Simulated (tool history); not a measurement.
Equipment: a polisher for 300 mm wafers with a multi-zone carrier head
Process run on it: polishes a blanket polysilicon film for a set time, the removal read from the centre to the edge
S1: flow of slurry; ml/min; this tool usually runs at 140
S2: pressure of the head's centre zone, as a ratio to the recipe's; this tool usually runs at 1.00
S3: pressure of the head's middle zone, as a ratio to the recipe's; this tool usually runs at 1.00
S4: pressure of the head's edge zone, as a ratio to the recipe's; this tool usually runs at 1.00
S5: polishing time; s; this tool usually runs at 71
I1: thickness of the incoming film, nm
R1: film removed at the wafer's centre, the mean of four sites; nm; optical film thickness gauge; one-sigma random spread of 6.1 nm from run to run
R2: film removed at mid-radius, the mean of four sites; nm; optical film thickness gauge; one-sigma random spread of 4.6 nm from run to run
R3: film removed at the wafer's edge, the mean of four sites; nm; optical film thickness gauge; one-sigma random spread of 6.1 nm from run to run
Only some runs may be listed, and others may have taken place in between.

{"run": 1, "hour": 0.0, "S1": 140, "S2": 1.0, "S3": 0.95, "S4": 1.0, "S5": 71, "I1": 2288.1, "R1": 410.8, "R2": 379.0, "R3": 398.5}
{"hour": 15.5, "done": "worn pad replaced by a new one"}
{"run": 2, "hour": 16.1, "S1": 140, "S2": 1.0, "S3": 0.95, "S4": 1.0, "S5": 71, "I1": 2224.6, "R1": 461.4, "R2": 425.1, "R3": 442.1}
{"run": 3, "hour": 25.4, "S1": 140, "S2": 1.0, "S3": 1.0, "S4": 1.0, "S5": 71, "I1": 2233.0, "R1": 444.7, "R2": 431.2, "R3": 428.3}
{"run": 4, "hour": 57.6, "S1": 140, "S2": 1.0, "S3": 1.0, "S4": 1.0, "S5": 71, "I1": 2243.2, "R1": 412.1, "R2": 400.9, "R3": 400.2}
{"run": 5, "hour": 65.5, "S1": 140, "S2": 1.0, "S3": 1.0, "S4": 1.0, "S5": 71, "I1": 2285.8, "R1": 410.7, "R2": 404.7, "R3": 405.9}
{"run": 6, "hour": 90.8, "S1": 140, "S2": 1.0, "S3": 1.07, "S4": 1.0, "S5": 71, "I1": 2243.0, "R1": 407.7, "R2": 417.2, "R3": 388.6}
{"run": 7, "hour": 96.9, "S1": 140, "S2": 1.0, "S3": 1.07, "S4": 1.0, "S5": 71, "I1": 2280.8, "R1": 410.7, "R2": 421.4, "R3": 382.0}
{"run": 8, "hour": 108.8, "S1": 160, "S2": 1.0, "S3": 1.0, "S4": 1.0, "S5": 71, "I1": 2233.1, "R1": 415.7, "R2": 403.8, "R3": 398.5}
{"hour": 122.3, "done": "centre zone pressure recalibrated"}
{"hour": 122.4, "done": "worn pad replaced by a new one, of another model than before"}
{"run": 9, "hour": 122.8, "S1": 115, "S2": 1.05, "S3": 1.0, "S4": 1.0, "S5": 71, "I1": 2245.6, "R1": 462.2, "R2": 432.2, "R3": 424.9}
{"hour": 124.3, "done": "slurry nozzle cleaned"}
{"hour": 135.3, "done": "carrier head's membrane replaced by a new one"}
{"run": 10, "hour": 137.4, "S1": 140, "S2": 1.0, "S3": 1.0, "S4": 1.0, "S5": 71, "I1": 2285.0, "R1": 442.3, "R2": 424.0, "R3": 429.1}
{"run": 11, "hour": 145.7, "S1": 160, "S2": 1.0, "S3": 1.0, "S4": 1.0, "S5": 71, "I1": 2256.0, "R1": 443.6, "R2": 431.7, "R3": 421.7}
{"hour": 151.2, "done": "edge zone pressure recalibrated"}
{"run": 12, "hour": 163.4, "S1": 140, "S2": 1.0, "S3": 1.0, "S4": 1.0, "S5": 71, "I1": 2238.5, "R1": 427.0, "R2": 408.3, "R3": 404.8}
{"run": 13, "hour": 180.4, "S1": 170, "S2": 0.89, "S3": 1.11, "S4": 1.08, "S5": 71, "I1": 2234.8, "R1": 372.7, "R2": 450.3, "R3": 414.8}
{"run": 14, "hour": 194.5, "S1": 140, "S2": 1.0, "S3": 0.89, "S4": 0.93, "S5": 89, "I1": 2265.1, "R1": 507.0, "R2": 450.9, "R3": 485.5}
{"run": 15, "hour": 202.5, "S1": 140, "S2": 1.0, "S3": 0.93, "S4": 1.0, "S5": 91, "I1": 2288.4, "R1": 525.9, "R2": 486.3, "R3": 510.3}
{"run": 16, "hour": 212.4, "S1": 140, "S2": 1.0, "S3": 1.0, "S4": 0.96, "S5": 62, "I1": 2234.0, "R1": 358.6, "R2": 346.5, "R3": 341.3}

Consider 3 possible next runs. They are alternatives, not a sequence: every one starts from the tool as it was left by run 16. What does each give?
{"run": "A", "hour": 212.8, "S1": 140, "S2": 1.0, "S3": 1.0, "S4": 1.0, "S5": 71, "I1": 2269.8, "R1": "?", "R2": "?", "R3": "?"}
{"run": "B", "hour": 212.8, "S1": 175, "S2": 1.05, "S3": 1.04, "S4": 1.0, "S5": 62, "I1": 2269.8, "R1": "?", "R2": "?", "R3": "?"}
{"run": "C", "hour": 212.8, "S1": 155, "S2": 1.0, "S3": 1.0, "S4": 1.0, "S5": 71, "I1": 2269.8, "R1": "?", "R2": "?", "R3": "?"}

run=A R1=412.4 R2=398.7 R3=406.0
run=B R1=387.5 R2=368.4 R3=360.3
run=C R1=417.4 R2=403.0 R3=409.1
Take away the tool's hidden state, keep each run's random variation, and the runs would have read:
run=A R1=460.9 R2=445.7 R3=453.7
run=B R1=433.1 R2=411.7 R3=402.7
run=C R1=466.5 R2=450.5 R3=457.2

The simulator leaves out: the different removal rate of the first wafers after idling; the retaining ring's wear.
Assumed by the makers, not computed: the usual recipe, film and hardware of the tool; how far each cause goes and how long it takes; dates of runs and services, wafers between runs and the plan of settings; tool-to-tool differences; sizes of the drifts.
